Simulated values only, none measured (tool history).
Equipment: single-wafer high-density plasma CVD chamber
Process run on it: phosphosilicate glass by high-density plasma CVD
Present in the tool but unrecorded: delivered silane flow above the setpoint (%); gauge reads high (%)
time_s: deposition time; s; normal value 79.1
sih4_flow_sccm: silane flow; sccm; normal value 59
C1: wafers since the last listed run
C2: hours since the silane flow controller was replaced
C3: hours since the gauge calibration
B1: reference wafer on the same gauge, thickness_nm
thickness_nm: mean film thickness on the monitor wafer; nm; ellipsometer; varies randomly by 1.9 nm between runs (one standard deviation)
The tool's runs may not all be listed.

{"run": 1, "hour": 0.0, "time_s": 79.1, "sih4_flow_sccm": 59, "C1": 0, "C2": 2867, "C3": 352.4, "B1": 549.369, "thickness_nm": 458.641}
{"run": 2, "hour": 34.4, "time_s": 79.1, "sih4_flow_sccm": 54, "C1": 338, "C2": 2901.4, "C3": 386.8, "B1": 548.398, "thickness_nm": 421.829}
{"run": 3, "hour": 102.8, "time_s": 79.1, "sih4_flow_sccm": 59, "C1": 672, "C2": 2969.8, "C3": 455.2, "B1": 547.283, "thickness_nm": 462.08}
{"run": 4, "hour": 132.1, "time_s": 79.1, "sih4_flow_sccm": 59, "C1": 287, "C2": 2999.1, "C3": 484.5, "B1": 545.552, "thickness_nm": 459.877}
{"run": 5, "hour": 166.2, "time_s": 79.1, "sih4_flow_sccm": 59, "C1": 335, "C2": 3033.2, "C3": 518.6, "B1": 544.533, "thickness_nm": 459.808}
{"run": 6, "hour": 201.3, "time_s": 79.1, "sih4_flow_sccm": 59, "C1": 344, "C2": 3068.3, "C3": 553.7, "B1": 544.286, "thickness_nm": 456.331}
{"run": 7, "hour": 252.9, "time_s": 79.1, "sih4_flow_sccm": 59, "C1": 507, "C2": 3119.9, "C3": 605.3, "B1": 542.778, "thickness_nm": 454.958}
{"run": 8, "hour": 307.8, "time_s": 79.1, "sih4_flow_sccm": 59, "C1": 539, "C2": 3174.8, "C3": 660.2, "B1": 538.75, "thickness_nm": 453.491}
{"run": 9, "hour": 332.3, "time_s": 79.1, "sih4_flow_sccm": 59, "C1": 240, "C2": 3199.3, "C3": 684.7, "B1": 538.971, "thickness_nm": 457.107}
{"run": 10, "hour": 365.0, "time_s": 67.7, "sih4_flow_sccm": 64, "C1": 321, "C2": 3232, "C3": 717.4, "B1": 538.236, "thickness_nm": 422.198}
{"hour": 373.8, "done": "gauge calibrated"}
{"run": 11, "hour": 415.7, "time_s": 79.1, "sih4_flow_sccm": 59, "C1": 498, "C2": 3282.7, "C3": 41.9, "B1": 548.29, "thickness_nm": 461.633}
{"run": 12, "hour": 449.4, "time_s": 79.1, "sih4_flow_sccm": 59, "C1": 331, "C2": 3316.4, "C3": 75.6, "B1": 549.048, "thickness_nm": 462.619}
{"hour": 477.2, "done": "silane flow controller replaced"}
{"run": 13, "hour": 492.9, "time_s": 70.7, "sih4_flow_sccm": 65, "C1": 348, "C2": 15.7, "C3": 119.1, "B1": 548.89, "thickness_nm": 454.122}
{"run": 14, "hour": 537.0, "time_s": 71.9, "sih4_flow_sccm": 59, "C1": 433, "C2": 59.8, "C3": 163.2, "B1": 547.798, "thickness_nm": 420.288}
{"run": 15, "hour": 581.1, "time_s": 91.7, "sih4_flow_sccm": 50, "C1": 433, "C2": 103.9, "C3": 207.3, "B1": 548.381, "thickness_nm": 455.539}
{"run": 16, "hour": 623.6, "time_s": 69.8, "sih4_flow_sccm": 59, "C1": 417, "C2": 146.4, "C3": 249.8, "B1": 546.646, "thickness_nm": 409.398}
{"run": 17, "hour": 693.0, "time_s": 83.4, "sih4_flow_sccm": 53, "C1": 681, "C2": 215.8, "C3": 319.2, "B1": 545.787, "thickness_nm": 433.39}

Here are 4 independent what-if runs from the current tool condition. What would each one return?
{"run": "A", "hour": 693.4, "time_s": 71.1, "sih4_flow_sccm": 59, "C1": 3, "C2": 216.2, "C3": 319.6, "B1": "?", "thickness_nm": "?"}
{"run": "B", "hour": 693.4, "time_s": 93.2, "sih4_flow_sccm": 68, "C1": 3, "C2": 216.2, "C3": 319.6, "B1": "?", "thickness_nm": "?"}
{"run": "C", "hour": 693.4, "time_s": 86.8, "sih4_flow_sccm": 69, "C1": 3, "C2": 216.2, "C3": 319.6, "B1": "?", "thickness_nm": "?"}
{"run": "D", "hour": 693.4, "time_s": 68.3, "sih4_flow_sccm": 67, "C1": 3, "C2": 216.2, "C3": 319.6, "B1": "?", "thickness_nm": "?"}

run=A B1=546.914 thickness_nm=412.023
run=B B1=546.914 thickness_nm=622.479
run=C B1=546.914 thickness_nm=588.259
run=D B1=546.914 thickness_nm=449.464
Without the tool's hidden state the same runs would have given:
run=A thickness_nm=416.588
run=B thickness_nm=629.376
run=C thickness_nm=594.777
run=D thickness_nm=454.445
